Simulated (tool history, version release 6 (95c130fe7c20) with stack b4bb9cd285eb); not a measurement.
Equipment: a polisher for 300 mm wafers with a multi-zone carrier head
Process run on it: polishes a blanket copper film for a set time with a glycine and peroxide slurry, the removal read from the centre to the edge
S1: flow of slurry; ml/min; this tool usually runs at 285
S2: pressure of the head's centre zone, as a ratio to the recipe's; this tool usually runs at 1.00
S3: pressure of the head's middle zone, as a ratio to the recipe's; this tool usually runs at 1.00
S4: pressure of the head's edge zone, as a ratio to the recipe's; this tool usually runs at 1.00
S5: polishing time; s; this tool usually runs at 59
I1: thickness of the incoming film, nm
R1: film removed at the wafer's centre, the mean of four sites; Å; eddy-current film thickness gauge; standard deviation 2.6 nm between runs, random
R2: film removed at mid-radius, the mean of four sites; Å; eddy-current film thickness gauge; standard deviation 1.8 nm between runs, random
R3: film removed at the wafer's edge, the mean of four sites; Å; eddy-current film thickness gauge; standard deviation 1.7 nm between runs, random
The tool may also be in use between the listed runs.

Run 1, hour 0.0: usual settings but S1 345 ml/min, S5 74 s; I1 1255.0. Result: R1 2523 Å, R2 2485 Å, R3 2488 Å.
Run 2, hour 61.2: usual settings but S1 345 ml/min, S5 74 s; I1 1252.9. Result: R1 2443 Å, R2 2422 Å, R3 2409 Å.
Run 3, hour 143.9: usual settings but S2 0.91; I1 1240.8. Result: R1 1690 Å, R2 1862 Å, R3 1865 Å.
At hour 202.7: worn pad replaced by a new one.
Run 4, hour 206.7: usual settings but S2 0.91; I1 1263.3. Result: R1 1845 Å, R2 2018 Å, R3 2010 Å.
At hour 259.0: slurry nozzle cleaned.
Run 5, hour 373.3: usual settings; I1 1268.9. Result: R1 1889 Å, R2 1827 Å, R3 1830 Å.
Run 6, hour 410.3: usual settings; I1 1262.0. Result: R1 1894 Å, R2 1851 Å, R3 1831 Å.
Run 7, hour 447.5: usual settings; I1 1268.8. Result: R1 1820 Å, R2 1820 Å, R3 1810 Å.
Run 8, hour 485.5: usual settings but S4 0.92; I1 1235.9. Result: R1 1846 Å, R2 1827 Å, R3 1748 Å.
At hour 505.3: centre zone pressure recalibrated.
Run 9, hour 530.9: usual settings but S1 255 ml/min; I1 1242.4. Result: R1 1816 Å, R2 1806 Å, R3 1776 Å.
At hour 546.7: worn pad replaced by a new one.
Run 10, hour 595.7: usual settings but S1 255 ml/min; I1 1251.5. Result: R1 1997 Å, R2 1965 Å, R3 1927 Å.
At hour 630.4: slurry nozzle cleaned.
Run 11, hour 639.2: usual settings but S1 370 ml/min, S5 75 s; I1 1243.1. Result: R1 2533 Å, R2 2514 Å, R3 2488 Å.
At hour 656.6: edge zone pressure recalibrated.
At hour 663.0: carrier head's membrane replaced by a new one, of another model than before.
Run 12, hour 671.3: usual settings but S1 325 ml/min, S2 0.94, S4 0.96, S5 78 s; I1 1276.6. Result: R1 2440 Å, R2 2576 Å, R3 2533 Å.
Run 13, hour 716.4: usual settings but S1 370 ml/min, S5 75 s; I1 1234.1. Result: R1 2419 Å, R2 2453 Å, R3 2424 Å.
Run 14, hour 860.0: usual settings but S1 235 ml/min, S2 1.08, S3 1.12, S5 44 s; I1 1257.3. Result: R1 1423 Å, R2 1553 Å, R3 1325 Å.
At hour 883.4: worn pad replaced by a new one.
Run 15, hour 903.9: usual settings but S2 1.04; I1 1275.2. Result: R1 2125 Å, R2 2076 Å, R3 2036 Å.
Run 16, hour 946.4: usual settings but S4 0.94; I1 1244.3. Result: R1 1984 Å, R2 1977 Å, R3 1947 Å.
Run 17, hour 975.6: usual settings but S2 0.92, S3 1.06, S4 0.93, S5 68 s; I1 1260.8. Result: R1 2124 Å, R2 2442 Å, R3 2195 Å.
At hour 1031.5: slurry nozzle cleaned.
Run 18, hour 1041.7: usual settings but S1 370 ml/min, S5 75 s; I1 1281.7. Result: R1 2506 Å, R2 2493 Å, R3 2497 Å.
At hour 1050.2: centre zone pressure recalibrated.
Run 19, hour 1087.9: usual settings but S4 1.11; I1 1278.6. Result: R1 1916 Å, R2 1904 Å, R3 1966 Å.
Run 20, hour 1123.5: usual settings but S1 225 ml/min, S4 0.96; I1 1251.1. Result: R1 1835 Å, R2 1827 Å, R3 1801 Å.
Run 21, hour 1183.1: usual settings but S1 245 ml/min; I1 1244.8. Result: R1 1825 Å, R2 1846 Å, R3 1839 Å.
At hour 1230.1: worn pad replaced by a new one.
Run 22, hour 1231.7: usual settings but S3 0.93; I1 1264.7. Result: R1 2036 Å, R2 1880 Å, R3 2080 Å.
Run 23, hour 1261.5: usual settings but S3 1.11, S4 1.11; I1 1249.3. Result: R1 1992 Å, R2 2272 Å, R3 2070 Å.

For each run, what was the tool's unlogged condition?
slurry flow missing at the pad, %: 0 at every run
deviation of the centre zone's pressure from its setpoint, %: 0 at every run
deviation of the edge zone's pressure from its setpoint, %: 0 at every run
H1: removal rate lost through wear of the pad, %
run    H1
  1  7.32
  2  9.54
  3  11.1
  4   3.4
  5    12
  6  12.7
  7  13.1
  8  13.5
  9  13.7
 10  5.33
 11  7.71
 12  8.94
 13  10.1
 14  11.8
 15   2.2
 16  5.27
 17  6.76
 18  8.95
 19  9.84
 20  10.3
 21  10.8
 22  1.46
 23  4.17

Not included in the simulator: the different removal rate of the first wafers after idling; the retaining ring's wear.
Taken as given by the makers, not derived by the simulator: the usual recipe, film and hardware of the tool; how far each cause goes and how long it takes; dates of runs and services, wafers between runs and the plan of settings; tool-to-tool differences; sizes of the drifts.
